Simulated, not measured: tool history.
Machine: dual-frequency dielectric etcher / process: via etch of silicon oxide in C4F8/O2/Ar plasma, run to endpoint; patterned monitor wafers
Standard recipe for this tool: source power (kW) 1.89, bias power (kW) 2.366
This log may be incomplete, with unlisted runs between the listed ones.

run   hour  source power (kW)  bias power (kW)  wafers since the last listed run  hours since the last wet clean  hours since the last source power generator calibration  hours since the last bias power generator calibration  hours since the last upper electrode change  incoming incoming film thickness, nm  endpoint time (s)
  1      0               1.89            2.366                                 0                           419.9                                                   2398.3                                                   2606                                       1716.7                                1497.1              289.1
  2   14.8               1.89            2.366                                82                           434.7                                                   2413.1                                                 2620.8                                       1731.5                                1490.4              289.9
  3   22.1               1.89            2.366                                40                             442                                                   2420.4                                                 2628.1                                       1738.8                                1499.7              290.1
  4   29.6               1.89            2.366                                41                           449.5                                                   2427.9                                                 2635.6                                       1746.3                                1493.8              287.8
  5   43.6               1.99            2.366                                78                           463.5                                                   2441.9                                                 2649.6                                       1760.3                                1496.8              277.1
  6   54.3               1.54            2.815                                59                           474.2                                                   2452.6                                                 2660.3                                         1771                                1488.2              310.8
  7   62.1               1.89            2.366                                43                             482                                                   2460.4                                                 2668.1                                       1778.8                                1487.7              288.4
  8   69.4               1.89            2.366                                40                           489.3                                                   2467.7                                                 2675.4                                       1786.1                                1494.6              288.9
  9   78.6               1.89            2.366                                51                           498.5                                                   2476.9                                                 2684.6                                       1795.3                                1481.9              288.7
 10   88.7               1.89            2.366                                56                           508.6                                                     2487                                                 2694.7                                       1805.4                                1489.8                289
 11   99.5               1.89            2.366                                60                           519.4                                                   2497.8                                                 2705.5                                       1816.2                                1495.5                289
 12  115.7               1.89            2.366                                90                           535.6                                                     2514                                                 2721.7                                       1832.4                                1513.6              295.1
     122.5  -- source power generator calibrated
     127.8  -- bias power generator calibrated
     141.8  -- wet clean of the chamber
 13  142.3               2.32            2.585                                25                             0.5                                                     19.8                                                   14.5                                         1859                                  1499              242.9
 14  142.7               2.02            1.803                                 2                             0.9                                                     20.2                                                   14.9                                       1859.4                                1500.9              296.7
 15  143.1               1.76            2.366                                 2                             1.3                                                     20.6                                                   15.3                                       1859.8                                1500.4              293.3
 16  151.4               1.89            2.664                                46                             9.6                                                     28.9                                                   23.6                                       1868.1                                1492.6              270.4
 17  159.2               1.63            2.902                                43                            17.4                                                     36.7                                                   31.4                                       1875.9                                1485.8              284.9
 18    168               1.89            2.366                                49                            26.2                                                     45.5                                                   40.2                                       1884.7                                1475.8              281.6
 19  177.7               1.48             2.01                                54                            35.9                                                     55.2                                                   49.9                                       1894.4                                1506.2              360.1

For run 20, what comes out?
       203  -- upper electrode replaced
 20  203.5               2.16            2.366                                10                            61.7                                                       81                                                   75.7                                          0.5                                  1515                  ?

{"run 20": {"endpoint time (s)": 265.6}}
If the tool had no hidden condition, the same run with the same run-to-run variation would have returned endpoint time (s) 263.6.

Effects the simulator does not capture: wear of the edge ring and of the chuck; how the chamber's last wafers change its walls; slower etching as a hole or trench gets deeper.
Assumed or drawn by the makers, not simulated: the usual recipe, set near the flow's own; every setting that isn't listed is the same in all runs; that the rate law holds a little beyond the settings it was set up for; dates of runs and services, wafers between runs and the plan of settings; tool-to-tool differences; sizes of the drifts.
